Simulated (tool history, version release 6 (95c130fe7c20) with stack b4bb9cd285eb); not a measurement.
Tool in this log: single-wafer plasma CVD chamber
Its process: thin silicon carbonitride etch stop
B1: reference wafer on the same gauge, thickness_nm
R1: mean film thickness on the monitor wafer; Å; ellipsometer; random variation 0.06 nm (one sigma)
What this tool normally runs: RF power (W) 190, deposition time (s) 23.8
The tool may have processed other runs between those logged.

Run 1, hour 0: usual settings; B1 12.88. Result: R1 122.73 Å.
Run 2, hour 182: usual settings; B1 12.913. Result: R1 127.1 Å.
Run 3, hour 370.9: usual settings but RF power (W) 175; B1 12.896. Result: R1 122.85 Å.
Run 4, hour 417.9: usual settings but RF power (W) 175; B1 12.895. Result: R1 122.48 Å.
Run 5, hour 442.5: usual settings but RF power (W) 175; B1 12.908. Result: R1 122.95 Å.
Run 6, hour 494.1: usual settings; B1 12.891. Result: R1 126.64 Å.
Run 7, hour 529.8: usual settings; B1 12.912. Result: R1 126.88 Å.
Run 8, hour 585.4: usual settings but deposition time (s) 21; B1 12.891. Result: R1 112.15 Å.
Run 9, hour 613.1: usual settings but deposition time (s) 21; B1 12.913. Result: R1 111.97 Å.
Run 10, hour 819: usual settings but deposition time (s) 21; B1 12.883. Result: R1 111.35 Å.
Run 11, hour 869.9: usual settings but deposition time (s) 25.6; B1 12.901. Result: R1 134.22 Å.
Run 12, hour 929.3: usual settings; B1 12.903. Result: R1 126.31 Å.
Run 13, hour 995.6: usual settings; B1 12.888. Result: R1 124.77 Å.
Run 14, hour 1030.8: usual settings; B1 12.9. Result: R1 125.01 Å.
Run 15, hour 1077.1: usual settings; B1 12.904. Result: R1 125.06 Å.
Run 16, hour 1137.4: usual settings; B1 12.899. Result: R1 124.54 Å.
Run 17, hour 1182.2: usual settings but deposition time (s) 26.1; B1 12.892. Result: R1 135.17 Å.
Run 18, hour 1240.9: usual settings; B1 12.879. Result: R1 123.37 Å.
Run 19, hour 1285.6: usual settings but RF power (W) 225, deposition time (s) 21.5; B1 12.914. Result: R1 118.54 Å.
Run 20, hour 1337.6: usual settings but RF power (W) 220, deposition time (s) 19.2; B1 12.905. Result: R1 108.66 Å.
Run 21, hour 1360.4: usual settings but RF power (W) 170, deposition time (s) 19.1; B1 12.892. Result: R1 97.96 Å.
Run 22, hour 1421.7: usual settings but RF power (W) 150, deposition time (s) 19.5; B1 12.896. Result: R1 94.08 Å.
Run 23, hour 1489.2: usual settings but RF power (W) 175; B1 12.91. Result: R1 122.56 Å.
Run 24, hour 1521.1: usual settings; B1 12.899. Result: R1 125.92 Å.
Run 25, hour 1557.6: usual settings but RF power (W) 180, deposition time (s) 27.3; B1 12.904. Result: R1 143.52 Å.
Run 26, hour 1628: usual settings but RF power (W) 165, deposition time (s) 27.1; B1 12.891. Result: R1 136.98 Å.
Run 27, hour 1692.9: usual settings but RF power (W) 220, deposition time (s) 25.1; B1 12.892. Result: R1 142.26 Å.
Run 28, hour 1724.6: usual settings but RF power (W) 175, deposition time (s) 20.2; B1 12.871. Result: R1 103.79 Å.
Run 29, hour 1756.6: usual settings; B1 12.91. Result: R1 126.16 Å.
Run 30, hour 1819.6: usual settings; B1 12.902. Result: R1 125.56 Å.
Run 31, hour 1848.2: usual settings but RF power (W) 165, deposition time (s) 21.8; B1 12.912. Result: R1 109.36 Å.
Run 32, hour 1876.6: usual settings but RF power (W) 165, deposition time (s) 20.2; B1 12.903. Result: R1 100.66 Å.

Removed from this log: 6 entries logged between the listed runs. Between which two listed runs does each belong, and how does the tool's hidden state at the listed run before it compare with that at the listed run after it?
After run 1, before run 2: RF generator calibrated (hour 126.8); gauge calibrated (hour 156)
  delivered RF power above the setpoint (%): -8.63 -> -0.176
  the result without the hidden state subtracted from the measured one, R1: -4.54 -> -0.09 Å
After run 14, before run 15: showerhead replaced (hour 1066.2)
  delivered RF power above the setpoint (%): -5.09 -> -5.61
  the result without the hidden state subtracted from the measured one, R1: -2.64 -> -2.92 Å
After run 16, before run 17: gauge calibrated (hour 1159)
  delivered RF power above the setpoint (%): -6.32 -> -6.88
  the result without the hidden state subtracted from the measured one, R1: -3.31 -> -3.92 Å
After run 19, before run 20: RF generator calibrated (hour 1337.1)
  delivered RF power above the setpoint (%): -8.26 -> -0.381
  the result without the hidden state subtracted from the measured one, R1: -4.18 -> -0.16 Å
After run 22, before run 23: thermocouple changed; heater temperature recalibrated (hour 1488.7)
  delivered RF power above the setpoint (%): -0.424 -> -0.521
  the result without the hidden state subtracted from the measured one, R1: -0.16 -> -0.26 Å

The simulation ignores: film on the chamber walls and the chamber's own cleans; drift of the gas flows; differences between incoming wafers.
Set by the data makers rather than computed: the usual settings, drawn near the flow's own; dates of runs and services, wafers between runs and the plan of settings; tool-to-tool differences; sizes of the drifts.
